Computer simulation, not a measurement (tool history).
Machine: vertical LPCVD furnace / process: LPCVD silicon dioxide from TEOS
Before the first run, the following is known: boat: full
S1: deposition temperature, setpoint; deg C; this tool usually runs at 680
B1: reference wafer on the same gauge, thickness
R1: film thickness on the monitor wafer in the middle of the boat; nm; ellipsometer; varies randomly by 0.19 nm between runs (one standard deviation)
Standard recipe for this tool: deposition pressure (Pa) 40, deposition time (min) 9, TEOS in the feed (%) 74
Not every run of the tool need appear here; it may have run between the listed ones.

{"run": 1, "hour": 0.0, "S1": 680, "deposition pressure (Pa)": 40, "deposition time (min)": 9, "TEOS in the feed (%)": 74, "B1": 43.05, "R1": 42.15}
{"run": 2, "hour": 26.7, "S1": 680, "deposition pressure (Pa)": 40, "deposition time (min)": 9, "TEOS in the feed (%)": 74, "B1": 43.06, "R1": 42.42}
{"run": 3, "hour": 85.8, "S1": 680, "deposition pressure (Pa)": 40, "deposition time (min)": 9, "TEOS in the feed (%)": 74, "B1": 43.13, "R1": 42.1}
{"run": 4, "hour": 150.0, "S1": 680, "deposition pressure (Pa)": 40, "deposition time (min)": 9, "TEOS in the feed (%)": 74, "B1": 43.11, "R1": 41.84}
{"run": 5, "hour": 187.1, "S1": 680, "deposition pressure (Pa)": 40, "deposition time (min)": 9, "TEOS in the feed (%)": 74, "B1": 43.16, "R1": 42.26}
{"run": 6, "hour": 240.0, "S1": 680, "deposition pressure (Pa)": 40, "deposition time (min)": 9, "TEOS in the feed (%)": 74, "B1": 43.17, "R1": 42.39}
{"hour": 256.6, "done": "gauge calibrated"}
{"run": 7, "hour": 307.5, "S1": 675, "deposition pressure (Pa)": 40, "deposition time (min)": 10, "TEOS in the feed (%)": 74, "B1": 42.64, "R1": 41.05}

Run 8 has not been measured yet. What should we expect?
{"run": 8, "hour": 364.2, "S1": 680, "deposition pressure (Pa)": 40, "deposition time (min)": 9, "TEOS in the feed (%)": 74, "B1": "?", "R1": "?"}

For run 8 the tool returned B1 42.82, R1 41.74 nm.
The same run, on a tool lacking any hidden state, would have yielded R1 41.25 nm.
